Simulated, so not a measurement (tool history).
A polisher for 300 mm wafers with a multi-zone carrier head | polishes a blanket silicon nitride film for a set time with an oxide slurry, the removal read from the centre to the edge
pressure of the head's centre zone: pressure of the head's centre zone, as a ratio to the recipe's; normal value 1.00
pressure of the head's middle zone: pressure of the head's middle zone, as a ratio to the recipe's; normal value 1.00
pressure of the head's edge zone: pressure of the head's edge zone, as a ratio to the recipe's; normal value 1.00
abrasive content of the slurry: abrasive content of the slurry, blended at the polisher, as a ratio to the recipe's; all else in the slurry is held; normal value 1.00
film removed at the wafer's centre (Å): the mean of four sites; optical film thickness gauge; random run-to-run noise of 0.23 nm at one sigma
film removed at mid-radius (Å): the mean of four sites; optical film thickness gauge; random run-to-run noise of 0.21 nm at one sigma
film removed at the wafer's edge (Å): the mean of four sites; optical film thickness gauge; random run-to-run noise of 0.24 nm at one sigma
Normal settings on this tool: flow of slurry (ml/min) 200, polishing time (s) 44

| run | hour | flow of slurry (ml/min) | pressure of the head's centre zone | pressure of the head's middle zone | pressure of the head's edge zone | abrasive content of the slurry | polishing time (s) | wafers since the last listed run | wafers polished on this pad | hours since the slurry nozzle was cleaned | hours since the centre zone pressure was calibrated | hours since the edge zone pressure was calibrated | hours since the carrier head's membrane was replaced | incoming thickness of the incoming film, nm | film removed at the wafer's centre (Å) | film removed at mid-radius (Å) | film removed at the wafer's edge (Å) |
|---|---|---|---|---|---|---|---|---|---|---|---|---|---|---|---|---|---|
| 1 | 0.0 | 200 | 1.00 | 1.00 | 1.00 | 1.00 | 44 | 0 | 368 | 441.2 | 0.5 | 405.8 | 137.5 | 424.5 | 246 | 239 | 233 |
| 2 | 13.0 | 200 | 0.91 | 0.93 | 1.00 | 1.00 | 44 | 166 | 534 | 454.2 | 13.5 | 418.8 | 150.5 | 426.2 | 221 | 226 | 233 |
| 3 | 27.9 | 200 | 1.00 | 1.00 | 1.00 | 1.00 | 44 | 190 | 724 | 469.1 | 28.4 | 433.7 | 165.4 | 431.9 | 244 | 243 | 230 |
| 4 | 43.0 | 135 | 1.06 | 1.00 | 1.00 | 0.70 | 44 | 192 | 917 | 484.2 | 43.5 | 448.8 | 180.5 | 423.5 | 198 | 187 | 183 |
|  | 48.7 | slurry nozzle cleaned |
| 5 | 51.5 | 140 | 1.00 | 1.00 | 0.90 | 1.00 | 44 | 95 | 1013 | 2.8 | 52.0 | 457.3 | 189.0 | 436.4 | 228 | 222 | 213 |
| 6 | 62.0 | 200 | 0.92 | 1.00 | 0.95 | 1.00 | 44 | 134 | 1147 | 13.3 | 62.5 | 467.8 | 199.5 | 428.3 | 226 | 238 | 226 |
| 7 | 77.2 | 200 | 1.00 | 1.00 | 0.95 | 1.00 | 44 | 194 | 1341 | 28.5 | 77.7 | 483.0 | 214.7 | 429.2 | 245 | 240 | 232 |
| 8 | 90.9 | 200 | 0.94 | 1.09 | 1.00 | 1.00 | 44 | 174 | 1516 | 42.2 | 91.4 | 496.7 | 228.4 | 428.9 | 227 | 261 | 233 |
|  | 96.4 | worn pad replaced by a new one |
| 9 | 106.6 | 200 | 1.00 | 1.00 | 1.00 | 1.20 | 44 | 149 | 129 | 57.9 | 107.1 | 512.4 | 244.1 | 426.3 | 261 | 258 | 251 |
| 10 | 114.1 | 200 | 0.93 | 1.00 | 1.00 | 1.10 | 44 | 95 | 225 | 65.4 | 114.6 | 519.9 | 251.6 | 423.2 | 232 | 248 | 243 |
|  | 131.3 | edge zone pressure recalibrated |
| 11 | 131.8 | 230 | 1.00 | 1.00 | 1.00 | 0.90 | 44 | 200 | 426 | 83.1 | 132.3 | 0.5 | 269.3 | 426.0 | 237 | 236 | 227 |
| 12 | 139.3 | 200 | 0.94 | 1.04 | 1.00 | 1.00 | 44 | 95 | 521 | 90.6 | 139.8 | 8.0 | 276.8 | 429.8 | 225 | 249 | 230 |
| 13 | 156.6 | 200 | 0.92 | 1.00 | 1.00 | 1.10 | 56 | 220 | 742 | 107.9 | 157.1 | 25.3 | 294.1 | 431.7 | 300 | 319 | 307 |
| 14 | 170.7 | 200 | 1.00 | 1.00 | 1.00 | 1.25 | 44 | 180 | 922 | 122.0 | 171.2 | 39.4 | 308.2 | 432.5 | 264 | 268 | 258 |
| 15 | 188.0 | 200 | 1.00 | 1.00 | 0.91 | 1.00 | 44 | 220 | 1143 | 139.3 | 188.5 | 56.7 | 325.5 | 436.1 | 241 | 242 | 221 |
| 16 | 197.7 | 200 | 1.00 | 1.00 | 1.06 | 1.00 | 35 | 123 | 1267 | 149.0 | 198.2 | 66.4 | 335.2 | 435.7 | 193 | 192 | 189 |
| 17 | 205.9 | 130 | 1.00 | 1.00 | 1.05 | 1.00 | 44 | 104 | 1372 | 157.2 | 206.4 | 74.6 | 343.4 | 429.9 | 223 | 219 | 227 |
|  | 223.0 | worn pad replaced by a new one |
| 18 | 223.5 | 200 | 1.00 | 0.96 | 1.00 | 1.20 | 34 | 173 | 6 | 174.8 | 224.0 | 92.2 | 361.0 | 433.0 | 201 | 193 | 199 |
| 19 | 228.3 | 200 | 1.10 | 1.00 | 1.08 | 0.80 | 54 | 61 | 67 | 179.6 | 228.8 | 97.0 | 365.8 | 428.5 | 296 | 263 | 264 |
| 20 | 240.9 | 135 | 1.07 | 1.00 | 1.00 | 1.20 | 49 | 160 | 228 | 192.2 | 241.4 | 109.6 | 378.4 | 426.5 | 285 | 271 | 262 |
| 21 | 258.1 | 200 | 1.00 | 1.00 | 1.00 | 1.00 | 44 | 219 | 448 | 209.4 | 258.6 | 126.8 | 395.6 | 430.2 | 240 | 243 | 229 |

Run 22 has not been measured yet. What should we expect?
| 22 | 269.5 | 200 | 1.00 | 1.00 | 1.00 | 1.00 | 44 | 145 | 594 | 220.8 | 270.0 | 138.2 | 407.0 | 431.5 | ? | ? | ? |

{"run 22": {"film removed at the wafer's centre (Å)": 243, "film removed at mid-radius (Å)": 241, "film removed at the wafer's edge (Å)": 231}}
Had the tool carried no hidden state, the very same run would have given film removed at the wafer's centre (Å) 243, film removed at mid-radius (Å) 241, film removed at the wafer's edge (Å) 231.
